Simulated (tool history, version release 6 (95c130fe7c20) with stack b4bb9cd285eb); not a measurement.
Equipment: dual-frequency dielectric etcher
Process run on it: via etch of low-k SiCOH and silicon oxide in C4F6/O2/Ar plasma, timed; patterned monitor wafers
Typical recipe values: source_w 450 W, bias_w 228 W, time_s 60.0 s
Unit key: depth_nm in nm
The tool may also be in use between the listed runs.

run,day,source_w,bias_w,time_s,wafers since the last listed run,hours since the last wet clean,hours since the last source power generator calibration,hours since the last bias power generator calibration,hours since the last upper electrode change,hours since the gauge calibration,"read-back reference wafer on the same gauge, depth_nm",depth_nm
1,0.000,450,228,60.0,0,39.2,1946.0,3403.7,3497.1,76.5,167.4,181.6
2,0.575,450,228,60.0,139,53.0,1959.8,3417.5,3510.9,90.3,167.5,180.9
3,1.850,450,228,60.0,309,83.6,1990.4,3448.1,3541.5,120.9,167.9,184.0
4,2.767,450,228,60.0,222,105.6,2012.4,3470.1,3563.5,142.9,167.5,181.9
5,3.408,450,228,60.0,155,121.0,2027.8,3485.5,3578.9,158.3,167.5,182.8
6,4.458,450,228,60.0,254,146.2,2053.0,3510.7,3604.1,183.5,168.4,183.4
7,5.146,450,228,60.0,166,162.7,2069.5,3527.2,3620.6,200.0,168.0,180.2
8,5.692,450,228,60.0,132,175.8,2082.6,3540.3,3633.7,213.1,168.4,185.1
9,6.821,450,228,60.0,273,202.9,2109.7,3567.4,3660.8,240.2,168.2,183.7
10,7.667,450,228,60.0,204,223.2,2130.0,3587.7,3681.1,260.5,168.3,181.4
11,8.712,450,228,60.0,253,248.3,2155.1,3612.8,3706.2,285.6,168.5,182.7
# day 9.333: source power generator calibrated
12,9.942,450,228,60.0,257,277.8,14.6,3642.3,3735.7,315.1,169.0,184.9
13,10.533,450,228,60.0,143,292.0,28.8,3656.5,3749.9,329.3,169.3,184.2
14,11.100,450,228,60.0,137,305.6,42.4,3670.1,3763.5,342.9,168.8,182.4
15,12.412,450,228,60.0,318,337.1,73.9,3701.6,3795.0,374.4,169.3,182.5
# day 16.133: bias power generator calibrated
# day 17.308: upper electrode replaced
16,17.329,530,211,42.5,908,455.1,191.9,28.7,0.5,492.4,169.6,136.2
17,17.771,490,249,42.5,107,465.7,202.5,39.3,11.1,503.0,170.1,142.1
# day 18.954: wet clean of the chamber
18,19.146,360,278,70.0,90,4.6,235.5,72.3,44.1,536.0,169.9,212.3
19,19.717,400,228,60.0,138,18.3,249.2,86.0,57.8,549.7,170.2,172.5
20,21.208,530,283,64.5,361,54.1,285.0,121.8,93.6,585.5,170.8,238.3
21,21.833,560,228,66.0,151,69.1,300.0,136.8,108.6,600.5,171.0,225.6
# day 21.954: gauge calibrated
22,22.758,400,278,53.0,224,91.3,322.2,159.0,130.8,19.3,167.2,166.6
23,23.871,520,176,60.0,269,118.0,348.9,185.7,157.5,46.0,167.1,172.2
24,24.892,550,282,70.0,247,142.5,373.4,210.2,182.0,70.5,167.2,258.3
25,26.075,370,228,75.0,286,170.9,401.8,238.6,210.4,98.9,167.7,206.8
26,27.454,450,228,60.0,334,204.0,434.9,271.7,243.5,132.0,168.1,183.9
27,28.862,450,228,60.0,341,237.8,468.7,305.5,277.3,165.8,168.1,183.3
28,30.071,400,228,73.5,292,266.8,497.7,334.5,306.3,194.8,168.2,210.0

Branching from run 28: 3 alternative next runs. What would each branch give?
A,30.088,350,228,60.0,4,267.2,498.1,334.9,306.7,195.2,?,?
B,30.088,450,172,74.5,4,267.2,498.1,334.9,306.7,195.2,?,?
C,30.088,340,248,49.0,4,267.2,498.1,334.9,306.7,195.2,?,?

run,"read-back reference wafer on the same gauge, depth_nm",depth_nm
A,168.0,157.9
B,168.0,194.4
C,168.0,132.3
Without the tool's unlogged condition, the same runs would have read:
run,depth_nm
A,156.7
B,192.9
C,131.3
